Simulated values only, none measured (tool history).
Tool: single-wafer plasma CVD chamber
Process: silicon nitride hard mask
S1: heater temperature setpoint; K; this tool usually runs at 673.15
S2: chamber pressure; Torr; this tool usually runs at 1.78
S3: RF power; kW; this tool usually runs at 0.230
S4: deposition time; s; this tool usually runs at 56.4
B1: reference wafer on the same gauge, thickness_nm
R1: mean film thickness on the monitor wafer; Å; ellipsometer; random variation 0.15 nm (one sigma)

| run | hour | S1 | S2 | S3 | S4 | B1 | R1 |
|---|---|---|---|---|---|---|---|
| 1 | 0.0 | 673.15 | 1.78 | 0.230 | 56.4 | 66.631 | 540.60 |
| 2 | 65.2 | 673.15 | 1.78 | 0.230 | 56.4 | 66.591 | 535.88 |
| 3 | 108.3 | 673.15 | 1.78 | 0.195 | 56.4 | 66.586 | 461.48 |
| 4 | 180.0 | 673.15 | 1.78 | 0.195 | 56.4 | 66.631 | 456.74 |
| 5 | 233.1 | 673.15 | 1.78 | 0.195 | 56.4 | 66.596 | 458.75 |
| 6 | 283.2 | 673.15 | 1.78 | 0.230 | 56.4 | 66.629 | 532.97 |
|  | 380.9 | capacitance manometer re-zeroed and calibrated |
|  | 391.4 | RF generator calibrated |
| 7 | 410.3 | 673.15 | 1.78 | 0.230 | 56.4 | 66.556 | 568.68 |
| 8 | 468.8 | 673.15 | 1.78 | 0.230 | 56.4 | 66.588 | 571.06 |
| 9 | 501.2 | 673.15 | 1.78 | 0.230 | 56.4 | 66.575 | 568.37 |
| 10 | 572.6 | 673.15 | 1.66 | 0.230 | 56.4 | 66.564 | 547.55 |
| 11 | 598.4 | 673.15 | 1.78 | 0.230 | 47.4 | 66.601 | 477.32 |
|  | 755.5 | gauge calibrated |
| 12 | 770.1 | 673.15 | 1.78 | 0.230 | 56.4 | 66.646 | 565.04 |
|  | 794.5 | showerhead replaced |
| 13 | 809.4 | 662.15 | 1.50 | 0.195 | 51.0 | 66.592 | 398.45 |
|  | 827.8 | thermocouple changed; heater temperature recalibrated |
| 14 | 879.3 | 673.15 | 1.89 | 0.190 | 56.4 | 66.603 | 483.02 |
| 15 | 937.3 | 673.15 | 1.78 | 0.230 | 56.4 | 66.642 | 560.54 |
| 16 | 986.7 | 673.15 | 1.78 | 0.200 | 56.4 | 66.588 | 491.19 |
| 17 | 1050.6 | 673.15 | 1.39 | 0.265 | 47.5 | 66.569 | 461.91 |
| 18 | 1114.2 | 673.15 | 1.93 | 0.230 | 56.4 | 66.626 | 579.20 |
| 19 | 1146.5 | 665.15 | 1.78 | 0.265 | 56.4 | 66.599 | 631.32 |
| 20 | 1172.2 | 673.15 | 1.78 | 0.190 | 49.6 | 66.592 | 408.40 |
| 21 | 1219.6 | 673.15 | 1.78 | 0.230 | 56.4 | 66.577 | 558.50 |

What if the next run were any one of these 3? Each begins from the tool's condition after run 21:
| A | 1220.0 | 673.15 | 1.78 | 0.230 | 56.4 | ? | ? |
| B | 1220.0 | 659.15 | 2.16 | 0.230 | 66.9 | ? | ? |
| C | 1220.0 | 673.15 | 1.78 | 0.270 | 53.5 | ? | ? |

| run | B1 | R1 |
|---|---|---|
| A | 66.599 | 557.41 |
| B | 66.599 | 720.57 |
| C | 66.599 | 607.15 |
Take away the tool's hidden state, keep each run's random variation, and the runs would have read:
| run | R1 |
|---|---|
| A | 570.28 |
| B | 737.20 |
| C | 620.05 |

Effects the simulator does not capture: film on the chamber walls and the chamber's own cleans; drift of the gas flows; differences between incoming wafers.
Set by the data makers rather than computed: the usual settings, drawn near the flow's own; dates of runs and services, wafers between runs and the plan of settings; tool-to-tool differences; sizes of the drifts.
